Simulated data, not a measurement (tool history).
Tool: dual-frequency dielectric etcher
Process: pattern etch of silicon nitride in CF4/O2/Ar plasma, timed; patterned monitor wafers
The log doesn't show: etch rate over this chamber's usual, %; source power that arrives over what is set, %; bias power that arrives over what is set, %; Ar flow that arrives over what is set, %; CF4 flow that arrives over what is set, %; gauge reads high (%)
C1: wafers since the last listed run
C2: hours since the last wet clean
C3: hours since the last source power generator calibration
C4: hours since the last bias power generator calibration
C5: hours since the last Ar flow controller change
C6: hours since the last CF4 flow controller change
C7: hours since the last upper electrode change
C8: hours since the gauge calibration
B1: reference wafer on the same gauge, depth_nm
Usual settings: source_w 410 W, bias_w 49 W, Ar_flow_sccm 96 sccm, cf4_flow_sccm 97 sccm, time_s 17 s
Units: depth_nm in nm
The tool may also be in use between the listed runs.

{"run": 1, "hour": 0.0, "source_w": 410, "bias_w": 49, "Ar_flow_sccm": 96, "cf4_flow_sccm": 113, "time_s": 17, "C1": 0, "C2": 392.7, "C3": 3697.4, "C4": 3868.5, "C5": 4456.1, "C6": 5167.6, "C7": 5345.9, "C8": 72.1, "B1": 31.62, "depth_nm": 29.12}
{"run": 2, "hour": 6.5, "source_w": 410, "bias_w": 49, "Ar_flow_sccm": 96, "cf4_flow_sccm": 113, "time_s": 17, "C1": 110, "C2": 399.2, "C3": 3703.9, "C4": 3875, "C5": 4462.6, "C6": 5174.1, "C7": 5352.4, "C8": 78.6, "B1": 31.63, "depth_nm": 29.04}
{"run": 3, "hour": 22.8, "source_w": 410, "bias_w": 49, "Ar_flow_sccm": 96, "cf4_flow_sccm": 113, "time_s": 17, "C1": 278, "C2": 415.5, "C3": 3720.2, "C4": 3891.3, "C5": 4478.9, "C6": 5190.4, "C7": 5368.7, "C8": 94.9, "B1": 31.6, "depth_nm": 29.14}
{"run": 4, "hour": 32.7, "source_w": 410, "bias_w": 49, "Ar_flow_sccm": 96, "cf4_flow_sccm": 97, "time_s": 17, "C1": 168, "C2": 425.4, "C3": 3730.1, "C4": 3901.2, "C5": 4488.8, "C6": 5200.3, "C7": 5378.6, "C8": 104.8, "B1": 31.6, "depth_nm": 28.57}
{"hour": 60.4, "done": "upper electrode replaced"}
{"hour": 61.3, "done": "source power generator calibrated"}
{"run": 5, "hour": 61.8, "source_w": 410, "bias_w": 49, "Ar_flow_sccm": 96, "cf4_flow_sccm": 97, "time_s": 17, "C1": 72, "C2": 454.5, "C3": 0.5, "C4": 3930.3, "C5": 4517.9, "C6": 5229.4, "C7": 1.4, "C8": 133.9, "B1": 31.61, "depth_nm": 28.63}
{"run": 6, "hour": 62.1, "source_w": 410, "bias_w": 49, "Ar_flow_sccm": 96, "cf4_flow_sccm": 97, "time_s": 17, "C1": 5, "C2": 454.8, "C3": 0.8, "C4": 3930.6, "C5": 4518.2, "C6": 5229.7, "C7": 1.7, "C8": 134.2, "B1": 31.6, "depth_nm": 28.56}
{"hour": 67.1, "done": "bias power generator calibrated"}
{"hour": 74.7, "done": "CF4 flow controller replaced"}
{"run": 7, "hour": 75.2, "source_w": 410, "bias_w": 49, "Ar_flow_sccm": 96, "cf4_flow_sccm": 97, "time_s": 17, "C1": 52, "C2": 467.9, "C3": 13.9, "C4": 8.1, "C5": 4531.3, "C6": 0.5, "C7": 14.8, "C8": 147.3, "B1": 31.61, "depth_nm": 28.62}
{"run": 8, "hour": 84.0, "source_w": 410, "bias_w": 49, "Ar_flow_sccm": 96, "cf4_flow_sccm": 97, "time_s": 17, "C1": 150, "C2": 476.7, "C3": 22.7, "C4": 16.9, "C5": 4540.1, "C6": 9.3, "C7": 23.6, "C8": 156.1, "B1": 31.57, "depth_nm": 28.6}
{"hour": 111.9, "done": "Ar flow controller replaced"}
{"hour": 112.7, "done": "wet clean of the chamber"}
{"run": 9, "hour": 113.2, "source_w": 490, "bias_w": 49, "Ar_flow_sccm": 96, "cf4_flow_sccm": 76, "time_s": 14, "C1": 382, "C2": 0.5, "C3": 51.9, "C4": 46.1, "C5": 1.3, "C6": 38.5, "C7": 52.8, "C8": 185.3, "B1": 31.58, "depth_nm": 27.23}
{"run": 10, "hour": 113.5, "source_w": 410, "bias_w": 49, "Ar_flow_sccm": 96, "cf4_flow_sccm": 97, "time_s": 12.5, "C1": 5, "C2": 0.8, "C3": 52.2, "C4": 46.4, "C5": 1.6, "C6": 38.8, "C7": 53.1, "C8": 185.6, "B1": 31.61, "depth_nm": 21.03}
{"hour": 120.9, "done": "gauge calibrated"}
{"run": 11, "hour": 122.0, "source_w": 410, "bias_w": 49, "Ar_flow_sccm": 96, "cf4_flow_sccm": 97, "time_s": 12.5, "C1": 144, "C2": 9.3, "C3": 60.7, "C4": 54.9, "C5": 10.1, "C6": 47.3, "C7": 61.6, "C8": 1.1, "B1": 31.61, "depth_nm": 20.94}
{"run": 12, "hour": 140.2, "source_w": 460, "bias_w": 49, "Ar_flow_sccm": 96, "cf4_flow_sccm": 119, "time_s": 17, "C1": 310, "C2": 27.5, "C3": 78.9, "C4": 73.1, "C5": 28.3, "C6": 65.5, "C7": 79.8, "C8": 19.3, "B1": 31.61, "depth_nm": 33.18}
{"run": 13, "hour": 152.0, "source_w": 410, "bias_w": 49, "Ar_flow_sccm": 96, "cf4_flow_sccm": 75, "time_s": 14.5, "C1": 201, "C2": 39.3, "C3": 90.7, "C4": 84.9, "C5": 40.1, "C6": 77.3, "C7": 91.6, "C8": 31.1, "B1": 31.58, "depth_nm": 23.33}
{"run": 14, "hour": 159.8, "source_w": 410, "bias_w": 42, "Ar_flow_sccm": 96, "cf4_flow_sccm": 97, "time_s": 17, "C1": 133, "C2": 47.1, "C3": 98.5, "C4": 92.7, "C5": 47.9, "C6": 85.1, "C7": 99.4, "C8": 38.9, "B1": 31.63, "depth_nm": 27.13}
{"run": 15, "hour": 173.3, "source_w": 410, "bias_w": 49, "Ar_flow_sccm": 77, "cf4_flow_sccm": 97, "time_s": 17, "C1": 230, "C2": 60.6, "C3": 112, "C4": 106.2, "C5": 61.4, "C6": 98.6, "C7": 112.9, "C8": 52.4, "B1": 31.56, "depth_nm": 29.53}
{"run": 16, "hour": 185.8, "source_w": 490, "bias_w": 49, "Ar_flow_sccm": 85, "cf4_flow_sccm": 97, "time_s": 15.5, "C1": 213, "C2": 73.1, "C3": 124.5, "C4": 118.7, "C5": 73.9, "C6": 111.1, "C7": 125.4, "C8": 64.9, "B1": 31.64, "depth_nm": 31.72}

Forecast each of these 4 alternatives for the next run:
{"run": "A", "hour": 186.2, "source_w": 440, "bias_w": 49, "Ar_flow_sccm": 96, "cf4_flow_sccm": 97, "time_s": 17, "C1": 6, "C2": 73.5, "C3": 124.9, "C4": 119.1, "C5": 74.3, "C6": 111.5, "C7": 125.8, "C8": 65.3, "B1": "?", "depth_nm": "?"}
{"run": "B", "hour": 186.2, "source_w": 310, "bias_w": 49, "Ar_flow_sccm": 104, "cf4_flow_sccm": 97, "time_s": 17, "C1": 6, "C2": 73.5, "C3": 124.9, "C4": 119.1, "C5": 74.3, "C6": 111.5, "C7": 125.8, "C8": 65.3, "B1": "?", "depth_nm": "?"}
{"run": "C", "hour": 186.2, "source_w": 410, "bias_w": 49, "Ar_flow_sccm": 96, "cf4_flow_sccm": 97, "time_s": 20, "C1": 6, "C2": 73.5, "C3": 124.9, "C4": 119.1, "C5": 74.3, "C6": 111.5, "C7": 125.8, "C8": 65.3, "B1": "?", "depth_nm": "?"}
{"run": "D", "hour": 186.2, "source_w": 410, "bias_w": 57, "Ar_flow_sccm": 96, "cf4_flow_sccm": 74, "time_s": 17, "C1": 6, "C2": 73.5, "C3": 124.9, "C4": 119.1, "C5": 74.3, "C6": 111.5, "C7": 125.8, "C8": 65.3, "B1": "?", "depth_nm": "?"}

run=A B1=31.59 depth_nm=30.56
run=B B1=31.59 depth_nm=20.73
run=C B1=31.59 depth_nm=33.4
run=D B1=31.59 depth_nm=28.84
Without the tool's hidden state the same runs would have given:
run=A depth_nm=30.56
run=B depth_nm=20.73
run=C depth_nm=33.4
run=D depth_nm=28.84

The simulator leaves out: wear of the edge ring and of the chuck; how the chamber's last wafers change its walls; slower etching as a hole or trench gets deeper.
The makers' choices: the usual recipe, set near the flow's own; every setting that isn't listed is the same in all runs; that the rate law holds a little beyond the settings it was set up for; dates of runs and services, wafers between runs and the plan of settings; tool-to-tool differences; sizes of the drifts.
